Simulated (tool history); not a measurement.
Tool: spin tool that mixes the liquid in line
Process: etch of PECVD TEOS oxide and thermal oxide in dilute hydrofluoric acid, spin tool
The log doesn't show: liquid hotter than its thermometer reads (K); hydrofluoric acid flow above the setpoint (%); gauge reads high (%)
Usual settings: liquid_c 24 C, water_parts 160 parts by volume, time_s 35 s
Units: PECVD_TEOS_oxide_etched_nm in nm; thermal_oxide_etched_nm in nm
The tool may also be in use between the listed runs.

run,hour,liquid_c,water_parts,time_s,wafers since the last listed run,hours since the thermometer was replaced,hours since the hydrofluoric acid flow meter was replaced,hours since the gauge calibration,"read-back film thickness of the PECVD TEOS oxide reference wafer, read on the same gauge (nm)","read-back film thickness of the thermal oxide reference wafer, read on the same gauge (nm)",PECVD_TEOS_oxide_etched_nm,thermal_oxide_etched_nm
1,0,24,160,35,0,860.2,125.2,668.4,123.812,142.888,3.813,1.091
2,29.1,24,125,35,376,889.3,154.3,697.5,123.728,142.732,5.106,1.302
3,92.6,24,125,35,821,952.8,217.8,761,123.472,142.462,5.024,1.293
4,147.2,24,185,35,706,1007.4,272.4,815.6,123.27,142.301,3.164,0.879
5,205.4,24,185,35,752,1065.6,330.6,873.8,123.117,142.083,3.189,0.835
6,271.4,24,185,35,853,1131.6,396.6,939.8,122.941,141.833,3.12,0.882
7,307.1,21.5,125,35,461,1167.3,432.3,975.5,122.88,141.726,4.515,1.173
8,337.9,21.5,125,35,398,1198.1,463.1,1006.3,122.827,141.671,4.556,1.173
9,370.3,24,160,40,418,1230.5,495.5,1038.7,122.749,141.633,4.285,1.164
10,408.3,24,160,40,491,1268.5,533.5,1076.7,122.612,141.497,4.284,1.105
# hour 422.9: thermometer replaced
11,436.8,24,160,35,355,13.9,562,1105.2,122.556,141.47,3.784,1.065
12,483.2,29,115,50,600,60.3,608.4,1151.6,122.534,141.402,9.478,2.449
13,511.7,27,110,40,368,88.8,636.9,1180.1,122.521,141.339,7.49,1.918
14,562.2,24,160,30,653,139.3,687.4,1230.6,122.436,141.31,3.206,0.935
15,618.1,29,130,45,722,195.2,743.3,1286.5,122.37,141.187,7.401,1.891
16,644.5,20,180,50,341,221.6,769.7,1312.9,122.305,141.131,3.988,1.055
17,694.8,28.5,205,20,650,271.9,820,1363.2,122.237,141.071,1.873,0.476
18,722.5,24,160,35,358,299.6,847.7,1390.9,122.207,141.057,3.723,1.021
19,773.5,20,85,35,659,350.6,898.7,1441.9,122.171,141.031,6.413,1.775
# hour 884: gauge calibrated
# hour 906.2: hydrofluoric acid flow meter replaced
20,980.5,24,160,35,2663,557.6,74.3,96.5,128.73,148.481,3.975,1.009
21,1023.1,27,160,25,550,600.2,116.9,139.1,128.13,147.895,3.161,0.832
22,1078,20,160,45,709,655.1,171.8,194,127.52,147.112,4.27,1.173
23,1127.1,24,160,35,634,704.2,220.9,243.1,127.02,146.58,3.883,1.072
24,1198.4,24,160,35,922,775.5,292.2,314.4,126.325,145.764,3.842,1.021
25,1258.4,29,105,35,775,835.5,352.2,374.4,125.836,145.197,7.585,2.006
26,1314.1,22,160,35,720,891.2,407.9,430.1,125.47,144.718,3.524,0.965
27,1359.2,22.5,195,50,583,936.3,453,475.2,125.194,144.41,4.087,1.166

The same runs without the tool's hidden state, with the same run-to-run variation:
run,PECVD_TEOS_oxide_etched_nm,thermal_oxide_etched_nm
1,4.003,1.146
2,5.365,1.368
3,5.289,1.361
4,3.336,0.927
5,3.368,0.881
6,3.299,0.932
7,4.777,1.241
8,4.824,1.242
9,4.539,1.233
10,4.54,1.171
11,4.012,1.129
12,10.056,2.598
13,7.95,2.035
14,3.405,0.993
15,7.864,2.009
16,4.238,1.121
17,1.991,0.506
18,3.959,1.086
19,6.823,1.888
20,4.015,1.019
21,3.206,0.844
22,4.354,1.196
23,3.975,1.097
24,3.954,1.05
25,7.835,2.072
26,3.653,1
27,4.246,1.212

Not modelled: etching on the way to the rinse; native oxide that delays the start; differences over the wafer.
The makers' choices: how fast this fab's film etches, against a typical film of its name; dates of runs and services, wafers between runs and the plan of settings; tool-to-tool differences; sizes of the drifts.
